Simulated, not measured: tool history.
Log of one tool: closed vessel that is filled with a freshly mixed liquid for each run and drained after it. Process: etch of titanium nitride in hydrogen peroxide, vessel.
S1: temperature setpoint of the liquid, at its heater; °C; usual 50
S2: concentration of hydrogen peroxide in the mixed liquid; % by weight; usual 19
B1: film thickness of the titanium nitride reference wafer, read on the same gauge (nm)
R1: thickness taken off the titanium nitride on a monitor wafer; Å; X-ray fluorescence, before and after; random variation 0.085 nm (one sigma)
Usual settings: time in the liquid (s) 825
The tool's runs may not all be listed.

run 1 hour=0 | S1=50 S2=19 time_in_the_liquid_(s)=825 | B1=60 | R1=239.3
run 2 hour=34.9 | S1=43.5 S2=19 time_in_the_liquid_(s)=825 | B1=60.02 | R1=147.7
run 3 hour=57.5 | S1=43.5 S2=19 time_in_the_liquid_(s)=825 | B1=60.01 | R1=148.8
run 4 hour=76.7 | S1=50 S2=19 time_in_the_liquid_(s)=825 | B1=60 | R1=239.2
run 5 hour=93.5 | S1=56 S2=15 time_in_the_liquid_(s)=825 | B1=60.02 | R1=345.9
-- hour=99 gauge calibrated
run 6 hour=182 | S1=56 S2=15 time_in_the_liquid_(s)=825 | B1=60.04 | R1=347.6
-- hour=207.2 thermometer replaced
run 7 hour=215.2 | S1=56 S2=15 time_in_the_liquid_(s)=825 | B1=59.98 | R1=351.1
run 8 hour=229.1 | S1=50 S2=19 time_in_the_liquid_(s)=825 | B1=60.01 | R1=241.5
run 9 hour=260.9 | S1=50 S2=19 time_in_the_liquid_(s)=825 | B1=60.01 | R1=241.2
run 10 hour=275.2 | S1=50 S2=19 time_in_the_liquid_(s)=825 | B1=59.97 | R1=241.2
-- hour=278.7 peroxide flow meter replaced
run 11 hour=306.6 | S1=50 S2=19 time_in_the_liquid_(s)=825 | B1=60 | R1=240.6
run 12 hour=331.3 | S1=50 S2=19 time_in_the_liquid_(s)=825 | B1=59.95 | R1=238.7
run 13 hour=345 | S1=50 S2=19 time_in_the_liquid_(s)=825 | B1=59.99 | R1=239.4
run 14 hour=374.5 | S1=50 S2=22 time_in_the_liquid_(s)=825 | B1=60 | R1=246.1
run 15 hour=407 | S1=50 S2=24 time_in_the_liquid_(s)=825 | B1=59.97 | R1=254.1
-- hour=424.9 gauge calibrated
run 16 hour=428.5 | S1=50 S2=19 time_in_the_liquid_(s)=825 | B1=59.98 | R1=240.4
run 17 hour=441 | S1=50 S2=14 time_in_the_liquid_(s)=825 | B1=59.98 | R1=223.7
-- hour=447.1 new drum of peroxide connected
run 18 hour=462.3 | S1=42.5 S2=17 time_in_the_liquid_(s)=1095 | B1=60.02 | R1=178
run 19 hour=486.9 | S1=50 S2=19 time_in_the_liquid_(s)=825 | B1=60.04 | R1=238.3
run 20 hour=499 | S1=50 S2=19 time_in_the_liquid_(s)=1010 | B1=60.02 | R1=291.9
run 21 hour=512.3 | S1=42.5 S2=19 time_in_the_liquid_(s)=640 | B1=60 | R1=106.6
run 22 hour=542.4 | S1=57.5 S2=19 time_in_the_liquid_(s)=695 | B1=60 | R1=342
run 23 hour=557.2 | S1=50 S2=19 time_in_the_liquid_(s)=1195 | B1=59.99 | R1=343.5
run 24 hour=576.3 | S1=44.5 S2=16 time_in_the_liquid_(s)=405 | B1=60.01 | R1=75.5

Forecast each of these 3 alternatives for the next run:
run A hour=577.2 | S1=50 S2=19 time_in_the_liquid_(s)=825 | B1=? | R1=?
run B hour=577.2 | S1=42 S2=19 time_in_the_liquid_(s)=825 | B1=? | R1=?
run C hour=577.2 | S1=50 S2=16 time_in_the_liquid_(s)=650 | B1=? | R1=?

run=A B1=60.03 R1=239.2
run=B B1=60.03 R1=132.2
run=C B1=60.03 R1=181.7
Without the tool's hidden state the same runs would have given:
run=A R1=242
run=B R1=133.8
run=C R1=183.8

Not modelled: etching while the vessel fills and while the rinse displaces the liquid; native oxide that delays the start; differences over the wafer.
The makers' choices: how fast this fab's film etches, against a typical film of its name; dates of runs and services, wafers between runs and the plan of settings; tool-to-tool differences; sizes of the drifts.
